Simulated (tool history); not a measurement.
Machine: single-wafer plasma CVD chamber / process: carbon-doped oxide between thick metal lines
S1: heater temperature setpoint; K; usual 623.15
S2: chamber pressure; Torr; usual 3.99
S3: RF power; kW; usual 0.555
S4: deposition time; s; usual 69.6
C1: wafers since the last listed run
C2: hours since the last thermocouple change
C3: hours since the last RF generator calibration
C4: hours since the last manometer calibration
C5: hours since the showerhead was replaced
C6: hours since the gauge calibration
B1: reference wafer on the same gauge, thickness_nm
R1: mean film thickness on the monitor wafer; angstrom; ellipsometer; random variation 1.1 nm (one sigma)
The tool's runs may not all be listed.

{"run": 1, "hour": 0.0, "S1": 623.15, "S2": 3.79, "S3": 0.555, "S4": 69.6, "C1": 0, "C2": 105.9, "C3": 1204.9, "C4": 105.4, "C5": 6427.1, "C6": 936.2, "B1": 312.902, "R1": 3215.12}
{"run": 2, "hour": 16.4, "S1": 623.15, "S2": 3.79, "S3": 0.555, "S4": 69.6, "C1": 261, "C2": 122.3, "C3": 1221.3, "C4": 121.8, "C5": 6443.5, "C6": 952.6, "B1": 312.973, "R1": 3185.34}
{"run": 3, "hour": 38.0, "S1": 623.15, "S2": 4.22, "S3": 0.555, "S4": 69.6, "C1": 343, "C2": 143.9, "C3": 1242.9, "C4": 143.4, "C5": 6465.1, "C6": 974.2, "B1": 313.056, "R1": 3230.62}
{"run": 4, "hour": 57.6, "S1": 623.15, "S2": 3.99, "S3": 0.555, "S4": 69.6, "C1": 312, "C2": 163.5, "C3": 1262.5, "C4": 163.0, "C5": 6484.7, "C6": 993.8, "B1": 313.106, "R1": 3203.83}
{"run": 5, "hour": 79.2, "S1": 623.15, "S2": 3.99, "S3": 0.555, "S4": 69.6, "C1": 343, "C2": 185.1, "C3": 1284.1, "C4": 184.6, "C5": 6506.3, "C6": 1015.4, "B1": 312.966, "R1": 3218.54}
{"run": 6, "hour": 113.9, "S1": 623.15, "S2": 3.99, "S3": 0.555, "S4": 69.6, "C1": 552, "C2": 219.8, "C3": 1318.8, "C4": 219.3, "C5": 6541.0, "C6": 1050.1, "B1": 313.114, "R1": 3199.4}
{"run": 7, "hour": 147.8, "S1": 623.15, "S2": 3.67, "S3": 0.555, "S4": 79.0, "C1": 539, "C2": 253.7, "C3": 1352.7, "C4": 253.2, "C5": 6574.9, "C6": 1084.0, "B1": 313.049, "R1": 3585.55}
{"run": 8, "hour": 159.9, "S1": 623.15, "S2": 3.11, "S3": 0.555, "S4": 69.6, "C1": 192, "C2": 265.8, "C3": 1364.8, "C4": 265.3, "C5": 6587.0, "C6": 1096.1, "B1": 312.886, "R1": 3146.46}
{"run": 9, "hour": 178.5, "S1": 638.15, "S2": 3.99, "S3": 0.62, "S4": 56.8, "C1": 296, "C2": 284.4, "C3": 1383.4, "C4": 283.9, "C5": 6605.6, "C6": 1114.7, "B1": 313.527, "R1": 2800.26}
{"run": 10, "hour": 196.0, "S1": 617.15, "S2": 3.99, "S3": 0.555, "S4": 69.6, "C1": 278, "C2": 301.9, "C3": 1400.9, "C4": 301.4, "C5": 6623.1, "C6": 1132.2, "B1": 313.267, "R1": 3259.16}
{"run": 11, "hour": 231.6, "S1": 615.15, "S2": 4.31, "S3": 0.64, "S4": 65.8, "C1": 566, "C2": 337.5, "C3": 1436.5, "C4": 337.0, "C5": 6658.7, "C6": 1167.8, "B1": 313.102, "R1": 3552.77}
{"hour": 240.1, "done": "showerhead replaced"}
{"hour": 241.8, "done": "gauge calibrated"}
{"run": 12, "hour": 246.3, "S1": 623.15, "S2": 3.99, "S3": 0.555, "S4": 69.6, "C1": 106, "C2": 352.2, "C3": 1451.2, "C4": 351.7, "C5": 6.2, "C6": 4.5, "B1": 312.857, "R1": 3187.04}
{"run": 13, "hour": 266.3, "S1": 623.15, "S2": 4.47, "S3": 0.485, "S4": 69.6, "C1": 318, "C2": 372.2, "C3": 1471.2, "C4": 371.7, "C5": 26.2, "C6": 24.5, "B1": 312.961, "R1": 2772.06}
{"run": 14, "hour": 284.5, "S1": 623.15, "S2": 3.99, "S3": 0.47, "S4": 69.6, "C1": 289, "C2": 390.4, "C3": 1489.4, "C4": 389.9, "C5": 44.4, "C6": 42.7, "B1": 312.717, "R1": 2627.26}
{"run": 15, "hour": 308.2, "S1": 623.15, "S2": 3.7, "S3": 0.485, "S4": 69.6, "C1": 377, "C2": 414.1, "C3": 1513.1, "C4": 413.6, "C5": 68.1, "C6": 66.4, "B1": 312.86, "R1": 2726.41}
{"run": 16, "hour": 332.3, "S1": 623.15, "S2": 3.99, "S3": 0.555, "S4": 78.3, "C1": 383, "C2": 438.2, "C3": 1537.2, "C4": 437.7, "C5": 92.2, "C6": 90.5, "B1": 312.812, "R1": 3603.22}
{"run": 17, "hour": 362.0, "S1": 623.15, "S2": 4.27, "S3": 0.455, "S4": 69.6, "C1": 472, "C2": 467.9, "C3": 1566.9, "C4": 467.4, "C5": 121.9, "C6": 120.2, "B1": 312.94, "R1": 2524.44}
{"run": 18, "hour": 392.4, "S1": 633.15, "S2": 4.42, "S3": 0.555, "S4": 63.5, "C1": 484, "C2": 498.3, "C3": 1597.3, "C4": 497.8, "C5": 152.3, "C6": 150.6, "B1": 312.929, "R1": 2869.17}
{"run": 19, "hour": 410.0, "S1": 623.15, "S2": 3.99, "S3": 0.47, "S4": 69.6, "C1": 280, "C2": 515.9, "C3": 1614.9, "C4": 515.4, "C5": 169.9, "C6": 168.2, "B1": 312.947, "R1": 2635.46}
{"run": 20, "hour": 440.7, "S1": 623.15, "S2": 3.99, "S3": 0.525, "S4": 69.6, "C1": 488, "C2": 546.6, "C3": 1645.6, "C4": 546.1, "C5": 200.6, "C6": 198.9, "B1": 313.488, "R1": 3027.4}
{"hour": 455.9, "done": "RF generator calibrated"}
{"run": 21, "hour": 464.9, "S1": 623.15, "S2": 3.99, "S3": 0.555, "S4": 69.6, "C1": 257, "C2": 570.8, "C3": 9.0, "C4": 570.3, "C5": 224.8, "C6": 223.1, "B1": 312.96, "R1": 3370.24}
{"run": 22, "hour": 496.6, "S1": 623.15, "S2": 3.99, "S3": 0.555, "S4": 69.6, "C1": 504, "C2": 602.5, "C3": 40.7, "C4": 602.0, "C5": 256.5, "C6": 254.8, "B1": 313.303, "R1": 3329.81}
{"run": 23, "hour": 525.3, "S1": 623.15, "S2": 3.11, "S3": 0.51, "S4": 78.4, "C1": 456, "C2": 631.2, "C3": 69.4, "C4": 630.7, "C5": 285.2, "C6": 283.5, "B1": 313.056, "R1": 3396.77}
{"run": 24, "hour": 542.1, "S1": 619.15, "S2": 3.99, "S3": 0.555, "S4": 69.6, "C1": 267, "C2": 648.0, "C3": 86.2, "C4": 647.5, "C5": 302.0, "C6": 300.3, "B1": 312.945, "R1": 3348.03}
{"run": 25, "hour": 571.3, "S1": 623.15, "S2": 3.05, "S3": 0.555, "S4": 69.6, "C1": 464, "C2": 677.2, "C3": 115.4, "C4": 676.7, "C5": 331.2, "C6": 329.5, "B1": 313.103, "R1": 3250.01}
{"run": 26, "hour": 588.8, "S1": 613.15, "S2": 3.61, "S3": 0.51, "S4": 77.3, "C1": 278, "C2": 694.7, "C3": 132.9, "C4": 694.2, "C5": 348.7, "C6": 347.0, "B1": 312.784, "R1": 3438.74}
{"run": 27, "hour": 619.4, "S1": 623.15, "S2": 3.11, "S3": 0.51, "S4": 78.4, "C1": 487, "C2": 725.3, "C3": 163.5, "C4": 724.8, "C5": 379.3, "C6": 377.6, "B1": 312.769, "R1": 3350.13}
{"run": 28, "hour": 654.7, "S1": 623.15, "S2": 3.99, "S3": 0.555, "S4": 69.6, "C1": 562, "C2": 760.6, "C3": 198.8, "C4": 760.1, "C5": 414.6, "C6": 412.9, "B1": 312.783, "R1": 3291.09}
{"run": 29, "hour": 668.6, "S1": 623.15, "S2": 4.3, "S3": 0.555, "S4": 69.6, "C1": 221, "C2": 774.5, "C3": 212.7, "C4": 774.0, "C5": 428.5, "C6": 426.8, "B1": 312.664, "R1": 3304.64}
{"run": 30, "hour": 699.7, "S1": 617.15, "S2": 3.99, "S3": 0.555, "S4": 59.6, "C1": 495, "C2": 805.6, "C3": 243.8, "C4": 805.1, "C5": 459.6, "C6": 457.9, "B1": 312.829, "R1": 2856.06}

A few steps of R1 between consecutive runs. Split each: what settings, incoming material and random variation would produce without the hidden state, and what is left over for the hidden state, along with gauge scatter present in only one of the two compared results (measured, and without hidden state):
Hidden conditions of the tool in this case: wafer temperature above the value expected at the setpoint (K); delivered RF power above the setpoint (%); true pressure above the setpoint (%); gauge reads high (%).
Run 9 -> 10: S1 638.15 -> 617.15, S3 0.620 -> 0.555, S4 56.8 -> 69.6. R1 +458.90 angstrom: hidden state -29.40, all else +488.30.
Run 15 -> 16: S2 3.70 -> 3.99, S3 0.485 -> 0.555, S4 69.6 -> 78.3. R1 +876.81 angstrom: hidden state -19.02, all else +895.83.
Run 16 -> 17: S2 3.99 -> 4.27, S3 0.555 -> 0.455, S4 78.3 -> 69.6. R1 -1078.78 angstrom: hidden state +25.42, all else -1104.20.
Run 20 -> 21: S3 0.525 -> 0.555, RF generator calibrated. R1 +342.84 angstrom: hidden state +139.52, all else +203.32.

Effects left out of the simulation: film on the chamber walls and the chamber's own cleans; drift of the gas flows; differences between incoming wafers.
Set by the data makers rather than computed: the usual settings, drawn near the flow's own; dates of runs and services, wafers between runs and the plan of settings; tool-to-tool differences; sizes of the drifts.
